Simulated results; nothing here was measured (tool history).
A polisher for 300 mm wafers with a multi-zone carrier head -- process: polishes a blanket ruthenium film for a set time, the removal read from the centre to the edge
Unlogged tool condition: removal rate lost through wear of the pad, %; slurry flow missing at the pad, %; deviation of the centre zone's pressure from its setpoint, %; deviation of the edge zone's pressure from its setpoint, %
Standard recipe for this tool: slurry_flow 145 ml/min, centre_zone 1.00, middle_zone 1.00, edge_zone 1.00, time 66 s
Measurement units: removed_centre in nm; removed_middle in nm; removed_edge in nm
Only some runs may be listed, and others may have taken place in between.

run	day	slurry_flow	centre_zone	middle_zone	edge_zone	time	wafers since the last listed run	wafers polished on this pad	hours since the slurry nozzle was cleaned	hours since the centre zone pressure was calibrated	hours since the edge zone pressure was calibrated	hours since the carrier head's membrane was replaced	incoming thickness of the incoming film, nm	removed_centre	removed_middle	removed_edge
1	0.000	180	1.04	1.08	1.00	44	0	181	133.3	256.5	83.7	258.3	325.9	50.9	49.8	47.4
2	0.754	160	1.00	0.97	0.93	45	124	306	151.4	274.6	101.8	276.4	324.7	48.8	46.5	45.9
3	1.946	145	1.10	0.89	1.00	66	197	503	180.0	303.2	130.4	305.0	321.7	77.0	64.4	68.2
4	3.112	145	1.00	1.00	1.00	66	193	697	208.0	331.2	158.4	333.0	317.4	70.0	68.8	68.3
5	3.921	145	1.00	1.03	1.00	66	133	831	227.4	350.6	177.8	352.4	318.4	69.1	69.9	68.1
6	4.825	145	1.00	1.00	1.00	66	149	981	249.1	372.3	199.5	374.1	322.6	71.8	69.8	68.7
# day 5.358: slurry nozzle cleaned
7	5.379	145	1.00	1.00	1.00	66	84	1066	0.5	385.6	212.8	387.4	320.9	69.3	69.3	70.0
8	6.267	165	1.05	1.00	0.94	66	147	1213	21.8	406.9	234.1	408.7	315.7	75.2	71.4	68.4
9	6.792	180	1.04	1.08	1.00	44	87	1300	34.4	419.5	246.7	421.3	323.8	50.6	50.1	46.8
10	8.088	180	1.00	1.00	0.95	44	214	1514	65.5	450.6	277.8	452.4	316.7	49.2	47.7	44.8
# day 9.362: centre zone pressure recalibrated
11	10.592	180	1.00	1.05	1.11	66	401	1916	125.6	29.5	337.9	512.5	321.6	73.6	74.2	73.5
# day 11.638: worn pad replaced by a new one
12	11.946	145	1.00	1.10	1.00	66	196	50	158.1	62.0	370.4	545.0	320.4	70.3	72.3	68.0
13	15.546	100	0.97	0.90	1.06	66	596	647	244.5	148.4	456.8	631.4	320.7	59.9	59.4	66.4
14	16.183	165	1.00	1.00	1.00	88	105	753	259.8	163.7	472.1	646.7	320.5	94.8	92.2	93.0
15	16.800	145	1.00	1.00	1.00	66	102	855	274.6	178.5	486.9	661.5	319.3	70.1	70.6	69.1
# day 17.388: slurry nozzle cleaned
16	17.538	145	1.00	1.00	1.00	66	115	970	3.6	196.2	504.6	679.2	326.0	70.4	68.5	68.6
17	18.350	95	1.00	1.00	1.00	78	134	1105	23.1	215.7	524.1	698.7	323.9	72.4	73.8	76.4
18	19.512	115	0.97	0.92	0.94	66	192	1298	51.0	243.6	552.0	726.6	319.6	64.0	63.2	64.7
19	20.204	145	1.00	0.88	0.95	66	114	1412	67.6	260.2	568.6	743.2	317.1	71.1	64.8	67.0
20	20.883	110	1.00	1.00	1.00	48	112	1525	83.9	276.5	584.9	759.5	316.7	47.0	47.3	48.1
21	22.008	145	1.00	1.00	1.00	77	186	1711	110.9	303.5	611.9	786.5	322.1	83.3	81.7	80.2
22	23.329	145	1.00	1.00	1.00	66	218	1930	142.6	335.2	643.6	818.2	322.6	68.6	69.6	69.5
# day 24.008: worn pad replaced by a new one
23	24.325	170	1.00	1.00	1.00	66	137	52	166.5	359.1	667.5	842.1	312.8	72.4	71.4	69.7
24	25.596	145	1.00	1.00	1.00	66	210	262	197.0	389.6	698.0	872.6	324.9	69.5	68.4	68.0

How the hidden state differs across the entries between the runs, from the last listed run before each to the first after it:
Runs 6 to 7: slurry nozzle cleaned (day 5.358)
  no hidden state differs between the two runs
Runs 10 to 11: centre zone pressure recalibrated (day 9.362)
  no hidden state differs between the two runs
Runs 11 to 12: worn pad replaced by a new one (day 11.638)
  no hidden state differs between the two runs
Runs 15 to 16: slurry nozzle cleaned (day 17.388)
  no hidden state differs between the two runs
Runs 22 to 23: worn pad replaced by a new one (day 24.008)
  no hidden state differs between the two runs

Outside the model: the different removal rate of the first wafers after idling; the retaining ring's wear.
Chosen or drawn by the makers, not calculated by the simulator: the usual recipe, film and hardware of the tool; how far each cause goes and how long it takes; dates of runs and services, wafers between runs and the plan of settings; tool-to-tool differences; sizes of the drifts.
